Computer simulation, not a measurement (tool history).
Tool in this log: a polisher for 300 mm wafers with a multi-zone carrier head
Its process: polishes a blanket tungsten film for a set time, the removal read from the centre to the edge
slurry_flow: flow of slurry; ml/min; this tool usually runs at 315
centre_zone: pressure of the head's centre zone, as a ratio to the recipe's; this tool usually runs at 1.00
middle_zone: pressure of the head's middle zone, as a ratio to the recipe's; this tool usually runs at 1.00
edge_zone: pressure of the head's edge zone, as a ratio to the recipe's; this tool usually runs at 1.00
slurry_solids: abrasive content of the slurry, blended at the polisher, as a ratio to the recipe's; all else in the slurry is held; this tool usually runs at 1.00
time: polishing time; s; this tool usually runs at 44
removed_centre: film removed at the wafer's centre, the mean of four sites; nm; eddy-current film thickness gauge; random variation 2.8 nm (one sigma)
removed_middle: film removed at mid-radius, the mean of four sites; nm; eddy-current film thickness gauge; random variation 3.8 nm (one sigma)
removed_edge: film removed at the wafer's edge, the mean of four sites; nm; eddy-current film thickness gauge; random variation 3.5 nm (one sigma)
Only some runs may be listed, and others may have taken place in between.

run   hour  slurry_flow  centre_zone  middle_zone  edge_zone  slurry_solids  time  wafers since the last listed run  wafers polished on this pad  hours since the slurry nozzle was cleaned  hours since the centre zone pressure was calibrated  hours since the edge zone pressure was calibrated  hours since the carrier head's membrane was replaced  incoming thickness of the incoming film, nm  removed_centre  removed_middle  removed_edge
  1    0.0          315         1.00         1.00       1.00           1.00    44                                 0                         1029                                       82.9                                                 38.6                                               42.4                                                 679.8                                       1000.3           320.5           314.9         319.9
  2   19.6          315         1.00         1.00       1.00           1.00    44                               157                         1187                                      102.5                                                 58.2                                               62.0                                                 699.4                                       1000.0           319.0           317.8         319.3
  3   39.7          285         1.00         1.00       1.00           1.00    44                               161                         1349                                      122.6                                                 78.3                                               82.1                                                 719.5                                       1004.9           312.1           305.5         314.3
      64.0  -- worn pad replaced by a new one
  4   71.7          285         1.00         1.00       1.00           1.00    44                               225                           61                                      154.6                                                110.3                                              114.1                                                 751.5                                       1003.2           319.7           328.5         331.9
  5   89.0          315         1.00         1.00       1.09           0.90    31                               139                          200                                      171.9                                                127.6                                              131.4                                                 768.8                                       1008.6           222.9           223.4         228.7
  6  101.8          315         1.00         1.00       1.00           1.00    57                               103                          303                                      184.7                                                140.4                                              144.2                                                 781.6                                       1002.6           418.3           423.6         439.1
     116.7  -- slurry nozzle cleaned
     122.2  -- carrier head's membrane replaced by a new one
  7  137.5          315         1.00         1.00       1.09           0.80    44                               239                          543                                       20.8                                                176.1                                              179.9                                                  15.3                                       1021.9           291.3           296.9         302.0
  8  169.3          410         1.00         1.00       1.00           1.00    34                               255                          798                                       52.6                                                207.9                                              211.7                                                  47.1                                       1004.0           256.8           250.0         256.4
  9  198.1          315         1.00         1.00       1.00           0.80    44                               231                         1030                                       81.4                                                236.7                                              240.5                                                  75.9                                       1010.7           291.3           290.6         298.3
 10  221.4          315         1.09         0.90       1.00           0.90    38                               187                         1218                                      104.7                                                260.0                                              263.8                                                  99.2                                       1025.2           284.8           239.3         264.6
 11  234.4          315         1.00         1.00       1.00           1.00    44                               104                         1322                                      117.7                                                273.0                                              276.8                                                 112.2                                       1000.2           319.5           311.4         318.6
     284.0  -- worn pad replaced by a new one
     319.3  -- slurry nozzle cleaned
     331.5  -- centre zone pressure recalibrated
 12  334.2          315         1.00         1.00       1.00           1.15    44                               746                          379                                       14.9                                                  2.7                                              376.6                                                 212.0                                        993.5           347.6           348.1         346.3
 13  366.1          315         1.00         0.96       1.00           1.00    49                               256                          636                                       46.8                                                 34.6                                              408.5                                                 243.9                                       1016.5           360.0           344.6         367.2
 14  393.0          415         1.00         1.00       1.00           1.00    30                               216                          852                                       73.7                                                 61.5                                              435.4                                                 270.8                                       1018.8           225.5           226.6         226.0
 15  410.2          385         1.08         1.00       1.00           0.75    44                               138                          991                                       90.9                                                 78.7                                              452.6                                                 288.0                                       1011.7           309.6           288.8         288.0
 16  438.6          315         1.00         1.00       1.00           1.00    44                               228                         1219                                      119.3                                                107.1                                              481.0                                                 316.4                                       1012.8           319.5           314.4         326.6
 17  469.3          385         1.00         1.04       1.00           1.00    37                               247                         1466                                      150.0                                                137.8                                              511.7                                                 347.1                                        999.3           268.8           273.9         266.2
     479.3  -- worn pad replaced by a new one
 18  497.0          315         1.00         1.00       1.00           1.00    44                               190                          142                                      177.7                                                165.5                                              539.4                                                 374.8                                       1013.6           328.5           331.3         331.4
 19  517.0          315         0.89         1.00       1.00           0.90    37                               160                          303                                      197.7                                                185.5                                              559.4                                                 394.8                                       1013.1           236.5           263.9         265.2
 20  534.8          265         1.00         1.12       0.89           1.00    48                               143                          446                                      215.5                                                203.3                                              577.2                                                 412.6                                        994.1           348.6           384.3         338.3
 21  562.4          315         1.00         1.00       1.09           0.80    44                               222                          669                                      243.1                                                230.9                                              604.8                                                 440.2                                       1005.1           289.3           295.7         307.4

A few steps of removed_centre between consecutive runs. Split each: what settings, incoming material and random variation would produce without the hidden state, and what is left over for the hidden state, along with gauge scatter present in only one of the two compared results (measured, and without hidden state):
The hidden state here: removal rate lost through wear of the pad, %; slurry flow missing at the pad, %; deviation of the centre zone's pressure from its setpoint, %; deviation of the edge zone's pressure from its setpoint, %.
Run 3 -> 4: worn pad replaced by a new one. removed_centre +7.6 nm: hidden state +13.4, all else -5.8.
Run 5 -> 6: edge_zone 1.09 -> 1.00, slurry_solids 0.90 -> 1.00, time 31 -> 57. removed_centre +195.4 nm: hidden state -3.4, all else +198.8.
Run 13 -> 14: slurry_flow 315 -> 415, middle_zone 0.96 -> 1.00, time 49 -> 30. removed_centre -134.5 nm: hidden state +1.3, all else -135.8.
Run 17 -> 18: slurry_flow 385 -> 315, middle_zone 1.04 -> 1.00, time 37 -> 44, worn pad replaced by a new one. removed_centre +59.7 nm: hidden state +11.3, all else +48.4.

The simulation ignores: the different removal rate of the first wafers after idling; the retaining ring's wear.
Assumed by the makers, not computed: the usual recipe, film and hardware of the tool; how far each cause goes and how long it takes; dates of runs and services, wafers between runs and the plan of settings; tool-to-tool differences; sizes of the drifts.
